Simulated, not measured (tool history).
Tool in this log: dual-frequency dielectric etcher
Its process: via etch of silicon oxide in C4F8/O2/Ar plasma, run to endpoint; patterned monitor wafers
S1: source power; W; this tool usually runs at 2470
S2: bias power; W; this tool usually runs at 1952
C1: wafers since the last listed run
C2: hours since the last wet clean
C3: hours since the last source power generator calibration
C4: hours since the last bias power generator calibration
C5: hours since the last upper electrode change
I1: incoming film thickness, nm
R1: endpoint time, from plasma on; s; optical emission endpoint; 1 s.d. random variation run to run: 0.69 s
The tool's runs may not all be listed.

Run 1, day 0.000: usual settings; C1 0; C2 187.5; C3 2593.7; C4 1617.3; C5 4853.2; I1 974.0. Result: R1 183.0 s.
Run 2, day 2.808: usual settings; C1 467; C2 254.9; C3 2661.1; C4 1684.7; C5 4920.6; I1 974.7. Result: R1 185.1 s.
Run 3, day 6.588: usual settings; C1 629; C2 345.6; C3 2751.8; C4 1775.4; C5 5011.3; I1 987.0. Result: R1 188.8 s.
Run 4, day 10.096: usual settings but S1 2330 W; C1 584; C2 429.8; C3 2836.0; C4 1859.6; C5 5095.5; I1 964.7. Result: R1 192.3 s.
At day 11.338: wet clean of the chamber.
Run 5, day 12.604: usual settings but S1 2330 W; C1 251; C2 30.4; C3 2896.2; C4 1919.8; C5 5155.7; I1 989.8. Result: R1 189.5 s.
Run 6, day 16.129: usual settings; C1 587; C2 115.0; C3 2980.8; C4 2004.4; C5 5240.3; I1 986.0. Result: R1 184.6 s.
At day 19.304: upper electrode replaced.
Run 7, day 21.079: usual settings; C1 658; C2 233.8; C3 3099.6; C4 2123.2; C5 42.6; I1 981.6. Result: R1 186.8 s.
Run 8, day 25.279: usual settings; C1 699; C2 334.6; C3 3200.4; C4 2224.0; C5 143.4; I1 986.9. Result: R1 189.1 s.
At day 26.788: bias power generator calibrated.
Run 9, day 28.412: usual settings; C1 494; C2 409.8; C3 3275.6; C4 39.0; C5 218.6; I1 987.6. Result: R1 191.1 s.
At day 31.925: wet clean of the chamber.
Run 10, day 32.192: usual settings but S1 2660 W, S2 2373 W; C1 463; C2 6.4; C3 3366.3; C4 129.7; C5 309.3; I1 987.3. Result: R1 164.4 s.
Run 11, day 35.154: usual settings but S1 2060 W, S2 1521 W; C1 493; C2 77.5; C3 3437.4; C4 200.8; C5 380.4; I1 983.1. Result: R1 220.1 s.
Run 12, day 39.483: usual settings; C1 721; C2 181.4; C3 3541.3; C4 304.7; C5 484.3; I1 981.4. Result: R1 184.1 s.
Run 13, day 42.750: usual settings but S1 2190 W, S2 2419 W; C1 544; C2 259.8; C3 3619.7; C4 383.1; C5 562.7; I1 989.8. Result: R1 187.7 s.
At day 44.446: source power generator calibrated.
Run 14, day 46.325: usual settings but S1 2210 W, S2 2382 W; C1 567; C2 345.6; C3 45.1; C4 468.9; C5 648.5; I1 975.8. Result: R1 187.2 s.
At day 50.271: wet clean of the chamber.
Run 15, day 50.292: usual settings but S1 2120 W, S2 2435 W; C1 494; C2 0.5; C3 140.3; C4 564.1; C5 743.7; I1 984.0. Result: R1 183.3 s.
Run 16, day 52.125: usual settings but S1 2040 W, S2 1737 W; C1 305; C2 44.5; C3 184.3; C4 608.1; C5 787.7; I1 991.3. Result: R1 211.2 s.
Run 17, day 55.612: usual settings; C1 581; C2 128.2; C3 268.0; C4 691.8; C5 871.4; I1 983.4. Result: R1 182.2 s.

What will run 18 give?
Run 18, day 59.375: usual settings but S1 3010 W; C1 626; C2 218.5; C3 358.3; C4 782.1; C5 961.7; I1 992.8. Result: R1 ?.

R1: 167.1 s
On a tool with no hidden condition, and with the same random variation, this run would have come out at R1 164.4 s.
